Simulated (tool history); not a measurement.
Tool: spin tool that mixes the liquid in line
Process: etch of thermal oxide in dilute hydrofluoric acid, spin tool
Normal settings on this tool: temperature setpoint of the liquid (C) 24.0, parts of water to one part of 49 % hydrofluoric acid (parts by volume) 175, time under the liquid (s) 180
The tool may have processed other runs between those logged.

| run | hour | temperature setpoint of the liquid (C) | parts of water to one part of 49 % hydrofluoric acid (parts by volume) | time under the liquid (s) | wafers since the last listed run | hours since the thermometer was replaced | hours since the hydrofluoric acid flow meter was replaced | hours since the gauge calibration | read-back film thickness of the thermal oxide reference wafer, read on the same gauge (nm) | thickness taken off the thermal oxide on a monitor wafer (angstrom) |
|---|---|---|---|---|---|---|---|---|---|---|
| 1 | 0.0 | 24.0 | 175 | 180 | 0 | 573.9 | 330.4 | 40.8 | 119.952 | 41.02 |
| 2 | 52.8 | 24.0 | 210 | 150 | 279 | 626.7 | 383.2 | 93.6 | 120.031 | 27.32 |
| 3 | 107.2 | 24.0 | 210 | 150 | 287 | 681.1 | 437.6 | 148.0 | 119.986 | 27.09 |
| 4 | 165.4 | 24.0 | 175 | 180 | 307 | 739.3 | 495.8 | 206.2 | 119.983 | 40.82 |
| 5 | 197.1 | 24.0 | 175 | 180 | 167 | 771.0 | 527.5 | 237.9 | 120.010 | 40.37 |
| 6 | 257.8 | 24.0 | 175 | 180 | 321 | 831.7 | 588.2 | 298.6 | 119.993 | 39.98 |
| 7 | 302.5 | 24.0 | 200 | 180 | 236 | 876.4 | 632.9 | 343.3 | 120.017 | 33.53 |
|  | 309.2 | hydrofluoric acid flow meter replaced |
| 8 | 366.2 | 24.0 | 200 | 180 | 331 | 940.1 | 57.0 | 407.0 | 119.994 | 35.49 |
|  | 371.9 | gauge calibrated |
| 9 | 407.5 | 24.0 | 215 | 80 | 218 | 981.4 | 98.3 | 35.6 | 120.009 | 14.38 |
| 10 | 451.9 | 24.0 | 200 | 180 | 234 | 1025.8 | 142.7 | 80.0 | 120.001 | 35.00 |
| 11 | 584.9 | 22.0 | 260 | 95 | 703 | 1158.8 | 275.7 | 213.0 | 120.038 | 12.18 |
| 12 | 619.0 | 25.5 | 175 | 225 | 180 | 1192.9 | 309.8 | 247.1 | 120.014 | 53.63 |
|  | 637.8 | thermometer replaced |
| 13 | 677.1 | 27.5 | 125 | 285 | 302 | 39.3 | 367.9 | 305.2 | 119.960 | 111.69 |
| 14 | 743.5 | 27.5 | 220 | 285 | 351 | 105.7 | 434.3 | 371.6 | 120.022 | 56.27 |
|  | 756.2 | gauge calibrated |
| 15 | 769.4 | 24.0 | 120 | 140 | 136 | 131.6 | 460.2 | 13.2 | 119.995 | 49.89 |
| 16 | 817.6 | 24.0 | 175 | 70 | 254 | 179.8 | 508.4 | 61.4 | 120.003 | 16.08 |

What the log doesn't show, run by run:
gauge reads high (%): 0, the same for each run
H1: liquid colder than its thermometer reads (K)
H2: hydrofluoric acid flow below the setpoint (%)
| run | H1 | H2 |
|---|---|---|
| 1 | 0.66 | 2.56 |
| 2 | 0.718 | 2.92 |
| 3 | 0.777 | 3.3 |
| 4 | 0.841 | 3.71 |
| 5 | 0.876 | 3.93 |
| 6 | 0.943 | 4.35 |
| 7 | 0.992 | 4.66 |
| 8 | 1.06 | 0.586 |
| 9 | 1.11 | 0.874 |
| 10 | 1.16 | 1.18 |
| 11 | 1.3 | 2.11 |
| 12 | 1.34 | 2.35 |
| 13 | 0.178 | 2.75 |
| 14 | 0.251 | 3.22 |
| 15 | 0.28 | 3.4 |
| 16 | 0.332 | 3.73 |

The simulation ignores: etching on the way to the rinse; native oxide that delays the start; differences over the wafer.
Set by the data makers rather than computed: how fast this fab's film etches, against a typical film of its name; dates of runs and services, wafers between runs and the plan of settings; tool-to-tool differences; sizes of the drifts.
